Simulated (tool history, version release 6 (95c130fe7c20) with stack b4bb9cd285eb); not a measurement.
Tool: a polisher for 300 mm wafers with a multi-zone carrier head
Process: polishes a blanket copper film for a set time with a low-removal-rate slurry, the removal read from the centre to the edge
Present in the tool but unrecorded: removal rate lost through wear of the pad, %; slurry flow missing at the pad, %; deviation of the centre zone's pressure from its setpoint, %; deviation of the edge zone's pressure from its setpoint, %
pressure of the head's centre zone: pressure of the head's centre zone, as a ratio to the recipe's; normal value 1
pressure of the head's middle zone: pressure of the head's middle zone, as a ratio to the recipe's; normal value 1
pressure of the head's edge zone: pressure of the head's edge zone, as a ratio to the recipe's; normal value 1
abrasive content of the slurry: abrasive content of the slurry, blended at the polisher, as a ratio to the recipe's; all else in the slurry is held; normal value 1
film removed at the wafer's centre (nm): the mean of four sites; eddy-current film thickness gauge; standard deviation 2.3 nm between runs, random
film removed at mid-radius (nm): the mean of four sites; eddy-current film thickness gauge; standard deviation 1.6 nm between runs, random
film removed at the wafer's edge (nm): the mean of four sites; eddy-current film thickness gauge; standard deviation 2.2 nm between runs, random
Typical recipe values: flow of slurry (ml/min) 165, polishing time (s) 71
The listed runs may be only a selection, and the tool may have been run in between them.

run	hour	flow of slurry (ml/min)	pressure of the head's centre zone	pressure of the head's middle zone	pressure of the head's edge zone	abrasive content of the slurry	polishing time (s)	wafers since the last listed run	wafers polished on this pad	hours since the slurry nozzle was cleaned	hours since the centre zone pressure was calibrated	hours since the edge zone pressure was calibrated	hours since the carrier head's membrane was replaced	incoming thickness of the incoming film, nm	film removed at the wafer's centre (nm)	film removed at mid-radius (nm)	film removed at the wafer's edge (nm)
1	0	165	1	1	1	1	71	0	3152	42	322	73.1	725	1242.7	146.8	157.1	162.5
2	79.7	165	1	1	1	1	71	871	4023	121.7	401.7	152.8	804.7	1245.9	146.4	153.1	162.9
# hour 84.9: worn pad replaced by a new one
3	137.8	165	1	1	1	1	71	591	578	179.8	459.8	210.9	862.8	1235.3	143.6	154.2	157.8
4	198.7	165	1	1	1	1.25	71	665	1244	240.7	520.7	271.8	923.7	1225.4	144.9	153.9	161.7
5	251.4	165	1	1	1	1	60	576	1820	293.4	573.4	324.5	976.4	1234.5	113	120	124.1
# hour 275.9: slurry nozzle cleaned
# hour 305.2: centre zone pressure recalibrated
6	357.3	165	1	1	1	1	71	1124	2945	81.4	52.1	430.4	1082.3	1226.1	159.1	158.1	164
7	432.4	165	1	1	1	1	71	821	3766	156.5	127.2	505.5	1157.4	1239.7	152.3	152.8	160.4
# hour 449.5: worn pad replaced by a new one
8	474.4	165	1	1	1	1.1	71	415	271	198.5	169.2	547.5	1199.4	1242.1	150.5	156.5	157.9
9	643.4	165	1	1	1	1	71	1847	2119	367.5	338.2	716.5	1368.4	1236.9	119	127.7	141.1
# hour 647.5: slurry nozzle cleaned
# hour 697.5: edge zone pressure recalibrated
10	722.1	165	1	1	1	1.25	71	827	2947	74.6	416.9	24.6	1447.1	1233.3	151.1	164.2	170.3
# hour 766.3: worn pad replaced by a new one
# hour 767.4: carrier head's membrane replaced by a new one
11	801.9	165	1	1	1	1	60	816	377	154.4	496.7	104.4	34.5	1263.2	124.2	131.6	133.9
# hour 930.6: centre zone pressure recalibrated
# hour 966.6: slurry nozzle cleaned
# hour 1106.9: worn pad replaced by a new one
12	1109.4	165	1.08	0.91	0.92	1	63	3285	26	142.8	178.8	411.9	342	1246.7	140.2	127.7	137.2
13	1194.2	165	1	1	1	1.2	71	927	953	227.6	263.6	496.7	426.8	1252.3	147.5	159.9	166.6
# hour 1291.9: slurry nozzle cleaned
14	1294.1	165	1	1.1	1	1	71	1081	2035	2.2	363.5	596.6	526.7	1247.6	149.9	175.8	159.4
15	1343.3	165	1	1	0.96	1	71	537	2573	51.4	412.7	645.8	575.9	1238.8	154	160.5	155.4
# hour 1421.7: worn pad replaced by a new one
16	1440.4	165	1	1	1	1	71	1017	204	148.5	509.8	742.9	673	1233.1	146.6	155	160.7
# hour 1488.6: edge zone pressure recalibrated
17	1494	165	1	1.03	1	0.85	71	564	768	202.1	563.4	5.4	726.6	1246.5	140.5	152.7	156.3
# hour 1543.7: centre zone pressure recalibrated
18	1578.2	140	1.04	0.93	0.91	1	71	898	1667	286.3	34.5	89.6	810.8	1227.4	139	129.4	142.1
# hour 1607.4: slurry nozzle cleaned
19	1672.1	165	0.94	1	1	1	87	1015	2682	64.7	128.4	183.5	904.7	1228.6	183	192.9	197.2

Each run again, without the hidden state but with its own random variation kept:
run	film removed at the wafer's centre (nm)	film removed at mid-radius (nm)	film removed at the wafer's edge (nm)
1	156.9	159.4	164.3
2	159.4	157.1	166
3	159.9	161	162.7
4	167.6	165.8	170.4
5	137.9	135.3	135
6	161.7	159.4	164.9
7	160.6	156.1	162.9
8	162.5	162.1	162
9	159.8	156.7	162.2
10	162	164.9	170.9
11	135.8	134.1	135.8
12	147.7	129.7	138.7
13	162.7	167.2	172
14	159.2	176.3	159.8
15	164.5	161.3	156
16	160.1	158.1	163.1
17	156.7	158.5	160.6
18	157.8	143.9	152.8
19	189.5	193.5	197.6
